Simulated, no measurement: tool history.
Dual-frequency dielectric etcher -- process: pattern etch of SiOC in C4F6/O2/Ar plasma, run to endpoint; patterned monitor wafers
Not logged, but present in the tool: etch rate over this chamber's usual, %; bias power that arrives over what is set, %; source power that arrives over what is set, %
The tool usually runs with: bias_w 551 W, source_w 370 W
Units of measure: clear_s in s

run    hour  bias_w  source_w  wafers since the last listed run  hours since the last wet clean  hours since the last bias power generator calibration  hours since the last source power generator calibration  hours since the last upper electrode change  incoming incoming film thickness, nm  clear_s
  1     0.0     551       370                                 0                           510.2                                                 4097.5                                                   2895.5                                       1004.2                                 50.02     15.1
       42.6  -- wet clean of the chamber
  2    43.9     551       420                               336                             1.3                                                 4141.4                                                   2939.4                                       1048.1                                 50.15     14.1
  3    95.3     551       420                               868                            52.7                                                 4192.8                                                   2990.8                                       1099.5                                 50.20     14.2
  4   119.6     551       370                               410                            77.0                                                 4217.1                                                   3015.1                                       1123.8                                 50.06     14.9
  5   151.1     551       410                               532                           108.5                                                 4248.6                                                   3046.6                                       1155.3                                 49.87     14.3
  6   190.5     551       410                               665                           147.9                                                 4288.0                                                   3086.0                                       1194.7                                 50.25     14.4
  7   253.0     551       370                              1055                           210.4                                                 4350.5                                                   3148.5                                       1257.2                                 50.17     14.9
  8   297.7     551       370                               755                           255.1                                                 4395.2                                                   3193.2                                       1301.9                                 49.58     14.7
  9   363.5     551       370                              1111                           320.9                                                 4461.0                                                   3259.0                                       1367.7                                 49.69     14.8
      419.3  -- bias power generator calibrated
 10   563.9     551       370                              3318                           521.3                                                  144.6                                                   3459.4                                       1568.1                                 49.64     15.0
      591.5  -- wet clean of the chamber
 11   635.8     551       370                               809                            44.3                                                  216.5                                                   3531.3                                       1640.0                                 49.57     14.6
 12   683.6     551       370                               807                            92.1                                                  264.3                                                   3579.1                                       1687.8                                 50.36     14.9
 13   707.9     551       370                               410                           116.4                                                  288.6                                                   3603.4                                       1712.1                                 50.04     14.8
 14   772.3     505       420                              1088                           180.8                                                  353.0                                                   3667.8                                       1776.5                                 49.53     14.4
      820.7  -- upper electrode replaced
 15   843.4     551       370                               795                           251.9                                                  424.1                                                   3738.9                                         22.7                                 49.62     14.7
 16   894.2     607       320                               858                           302.7                                                  474.9                                                   3789.7                                         73.5                                 49.97     15.3
 17   937.8     551       370                               736                           346.3                                                  518.5                                                   3833.3                                        117.1                                 49.97     15.0
      954.0  -- source power generator calibrated
 18   992.6     490       430                               858                           401.1                                                  573.3                                                     38.6                                        171.9                                 49.77     14.7
 19  1033.6     493       330                               692                           442.1                                                  614.3                                                     79.6                                        212.9                                 50.36     16.4
 20  1090.7     491       340                               964                           499.2                                                  671.4                                                    136.7                                        270.0                                 50.11     16.3
 21  1153.6     493       430                              1062                           562.1                                                  734.3                                                    199.6                                        332.9                                 49.70     14.8
     1236.8  -- wet clean of the chamber
 22  1237.3     551       370                              1008                             0.5                                                  818.0                                                    283.3                                        416.6                                 49.76     14.6
 23  1249.7     664       370                               209                            12.9                                                  830.4                                                    295.7                                        429.0                                 50.23     13.9
 24  1284.6     551       370                               589                            47.8                                                  865.3                                                    330.6                                        463.9                                 49.92     14.6
 25  1308.8     551       370                               408                            72.0                                                  889.5                                                    354.8                                        488.1                                 49.63     14.6
 26  1377.6     650       340                              1162                           140.8                                                  958.3                                                    423.6                                        556.9                                 50.23     14.5

Across each entry between runs, compare the hidden state at the last listed run before it with the hidden state at the first listed run after it:
From run 1 to run 2: wet clean of the chamber (hour 42.6)
  etch rate over this chamber's usual, %: -2.76 -> 0.12
  measured minus no-state result, clear_s: +0.4 -> +0.0 s
From run 9 to run 10: bias power generator calibrated (hour 419.3)
  etch rate over this chamber's usual, %: -1.7 -> -2.85
  measured minus no-state result, clear_s: +0.2 -> +0.4 s
From run 10 to run 11: wet clean of the chamber (hour 591.5)
  etch rate over this chamber's usual, %: -2.85 -> -0.541
  measured minus no-state result, clear_s: +0.4 -> +0.0 s
From run 14 to run 15: upper electrode replaced (hour 820.7)
  etch rate over this chamber's usual, %: -1.32 -> -1.73
  measured minus no-state result, clear_s: +0.2 -> +0.2 s
From run 17 to run 18: source power generator calibrated (hour 954.0)
  etch rate over this chamber's usual, %: -2.26 -> -2.58
  measured minus no-state result, clear_s: +0.3 -> +0.4 s
From run 21 to run 22: wet clean of the chamber (hour 1236.8)
  etch rate over this chamber's usual, %: -3.5 -> 0.582
  measured minus no-state result, clear_s: +0.5 -> -0.1 s
